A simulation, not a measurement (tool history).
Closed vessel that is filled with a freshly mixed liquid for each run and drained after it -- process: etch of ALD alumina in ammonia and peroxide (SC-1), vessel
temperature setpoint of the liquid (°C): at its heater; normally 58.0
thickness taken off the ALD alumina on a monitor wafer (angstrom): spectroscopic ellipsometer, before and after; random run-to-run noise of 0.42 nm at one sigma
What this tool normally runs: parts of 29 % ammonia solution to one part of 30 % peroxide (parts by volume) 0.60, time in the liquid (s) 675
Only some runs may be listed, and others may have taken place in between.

run    hour  temperature setpoint of the liquid (°C)  parts of 29 % ammonia solution to one part of 30 % peroxide (parts by volume)  time in the liquid (s)  read-back film thickness of the ALD alumina reference wafer, read on the same gauge (nm)  thickness taken off the ALD alumina on a monitor wafer (angstrom)
  1     0.0                                     58.0                                                                           0.60                     800                                                                                     30.00                                                              583.3
  2    76.2                                     58.0                                                                           0.60                     675                                                                                     29.98                                                              495.7
  3   168.1                                     58.0                                                                           0.60                     675                                                                                     29.99                                                              499.6
  4   231.6                                     63.0                                                                           0.60                     675                                                                                     30.02                                                              654.5
  5   333.3                                     58.0                                                                           0.80                     675                                                                                     30.02                                                              559.2
  6   402.9                                     58.0                                                                           0.60                     675                                                                                     29.99                                                              546.7
  7   456.4                                     58.0                                                                           0.60                     675                                                                                     30.01                                                              541.8
  8   545.7                                     58.0                                                                           0.80                     520                                                                                     30.02                                                              441.1
  9   615.7                                     58.0                                                                           0.80                     520                                                                                     30.01                                                              437.5
 10   671.6                                     58.0                                                                           0.80                     520                                                                                     29.99                                                              367.3
 11   712.0                                     62.0                                                                           0.35                     675                                                                                     29.97                                                              539.7
 12   766.5                                     60.0                                                                           0.60                     675                                                                                     29.98                                                              530.8
 13   836.3                                     58.0                                                                           0.50                     675                                                                                     30.00                                                              465.5
 14   906.1                                     49.5                                                                           0.45                     675                                                                                     29.98                                                              293.1
 15   996.7                                     58.0                                                                           0.60                     675                                                                                     29.98                                                              480.8
 16  1044.9                                     55.0                                                                           0.35                    1040                                                                                     30.01                                                              602.2
 17  1108.7                                     58.0                                                                           0.90                     285                                                                                     29.98                                                              215.2
 18  1185.1                                     54.0                                                                           0.40                     425                                                                                     30.00                                                              241.5
 19  1255.9                                     63.0                                                                           0.70                     315                                                                                     29.95                                                              299.2
 20  1311.6                                     58.0                                                                           0.60                     675                                                                                     30.01                                                              491.0
 21  1379.2                                     58.0                                                                           0.80                     505                                                                                     29.98                                                              378.7
 22  1434.7                                     58.0                                                                           0.60                     340                                                                                     29.98                                                              251.7
 23  1503.1                                     49.5                                                                           0.30                     675                                                                                     29.99                                                              297.8
 24  1571.0                                     58.0                                                                           0.80                    1070                                                                                     29.98                                                              815.3
 25  1673.5                                     64.0                                                                           0.85                     850                                                                                     30.02                                                              890.8
 26  1747.2                                     58.0                                                                           0.60                     675                                                                                     30.05                                                              502.7
 27  1840.4                                     67.5                                                                           0.40                     675                                                                                     30.00                                                              787.4
 28  1888.2                                     54.5                                                                           0.80                     975                                                                                     30.04                                                              627.7
 29  1995.3                                     48.0                                                                           0.40                     455                                                                                     29.98                                                              197.4
 30  2031.6                                     51.5                                                                           0.90                     875                                                                                     30.02                                                              484.9

Missing from the log above: 10 entries noted between runs. For each, name the pair of listed runs it sits between and say how the tool's hidden condition differs from the listed run just before to the listed run just after:
Run 4 -> run 5: thermometer replaced (hour 258.8)
  liquid hotter than its thermometer reads (K): 1.52 -> 2.9
  measured less the result without the state, thickness taken off the ALD alumina on a monitor wafer (angstrom): +47.9 -> +77.6
Run 6 -> run 7: gauge calibrated (hour 446.4); new drum of ammonia solution connected (hour 451.3)
  liquid hotter than its thermometer reads (K): 2.99 -> 3.06
  measured less the result without the state, thickness taken off the ALD alumina on a monitor wafer (angstrom): +78.0 -> +79.0
Run 7 -> run 8: ammonia flow meter replaced (hour 482.6)
  liquid hotter than its thermometer reads (K): 3.06 -> 3.17
  measured less the result without the state, thickness taken off the ALD alumina on a monitor wafer (angstrom): +79.0 -> +66.4
Run 9 -> run 10: thermometer replaced, repeated, since the last time left the tool worse (hour 619.5)
  liquid hotter than its thermometer reads (K): 3.26 -> 0.144
  measured less the result without the state, thickness taken off the ALD alumina on a monitor wafer (angstrom): +67.5 -> +2.7
Run 14 -> run 15: new drum of ammonia solution connected (hour 946.0)
  liquid hotter than its thermometer reads (K): 0.444 -> 0.56
  measured less the result without the state, thickness taken off the ALD alumina on a monitor wafer (angstrom): +7.0 -> +13.8
Run 15 -> run 16: ammonia flow meter replaced (hour 1024.9)
  liquid hotter than its thermometer reads (K): 0.56 -> 0.621
  measured less the result without the state, thickness taken off the ALD alumina on a monitor wafer (angstrom): +13.8 -> +19.4
Run 21 -> run 22: new drum of ammonia solution connected (hour 1432.0)
  liquid hotter than its thermometer reads (K): 1.05 -> 1.12
  measured less the result without the state, thickness taken off the ALD alumina on a monitor wafer (angstrom): +20.1 -> +14.2
Run 24 -> run 25: ammonia flow meter replaced (hour 1589.0)
  liquid hotter than its thermometer reads (K): 1.29 -> 1.43
  measured less the result without the state, thickness taken off the ALD alumina on a monitor wafer (angstrom): +52.7 -> +61.1
Run 28 -> run 29: new drum of ammonia solution connected (hour 1931.3)
  liquid hotter than its thermometer reads (K): 1.7 -> 1.84
  measured less the result without the state, thickness taken off the ALD alumina on a monitor wafer (angstrom): +54.0 -> +19.1
